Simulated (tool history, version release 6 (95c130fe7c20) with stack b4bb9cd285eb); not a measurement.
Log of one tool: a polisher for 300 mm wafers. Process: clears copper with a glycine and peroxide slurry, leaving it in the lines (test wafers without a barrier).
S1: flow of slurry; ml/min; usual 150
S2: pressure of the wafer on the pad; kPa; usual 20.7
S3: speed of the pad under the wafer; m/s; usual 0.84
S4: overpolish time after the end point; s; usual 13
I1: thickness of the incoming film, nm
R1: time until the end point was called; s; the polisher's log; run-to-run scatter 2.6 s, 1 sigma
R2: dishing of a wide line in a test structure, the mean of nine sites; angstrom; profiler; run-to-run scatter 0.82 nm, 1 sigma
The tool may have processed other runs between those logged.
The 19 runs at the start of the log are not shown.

run	hour	S1	S2	S3	S4	I1	R1	R2
20	227.2	150	15.9	0.84	16	663.3	158.8	517
21	239.8	165	24.1	0.54	13	666.7	175.0	395
# hour 250.8: worn pad replaced by a new one
22	257.6	150	20.7	0.84	10	672.5	139.0	402
23	270.3	150	24.1	0.70	13	650.2	143.1	465
# hour 273.0: slurry nozzle cleaned
# hour 277.5: head pressure recalibrated
24	287.3	125	18.6	0.84	11	650.7	145.1	393
25	294.5	150	20.7	0.84	13	669.5	138.5	485
26	305.5	150	20.7	0.84	13	656.0	132.4	487
27	315.8	165	20.7	0.84	13	654.1	132.0	498
28	323.8	150	20.7	0.84	9	645.5	134.3	361
29	337.0	150	24.8	0.94	13	660.1	107.3	601
30	354.1	135	20.7	0.84	21	664.7	141.9	757
31	368.6	150	20.7	0.66	13	656.3	166.3	422

What if the next run were any one of these 4? Each begins from the tool's condition after run 31:
A	369.1	150	20.7	0.84	11	658.5	?	?
B	369.1	110	20.7	0.68	13	658.5	?	?
C	369.1	135	20.7	0.62	20	658.5	?	?
D	369.1	150	17.9	0.84	13	658.5	?	?

run	R1	R2
A	136.7	426
B	167.6	414
C	175.6	584
D	149.2	456
Stripped of hidden state, with their random variation kept, the same runs would have yielded:
run	R1	R2
A	136.7	426
B	167.6	414
C	175.6	584
D	149.2	456
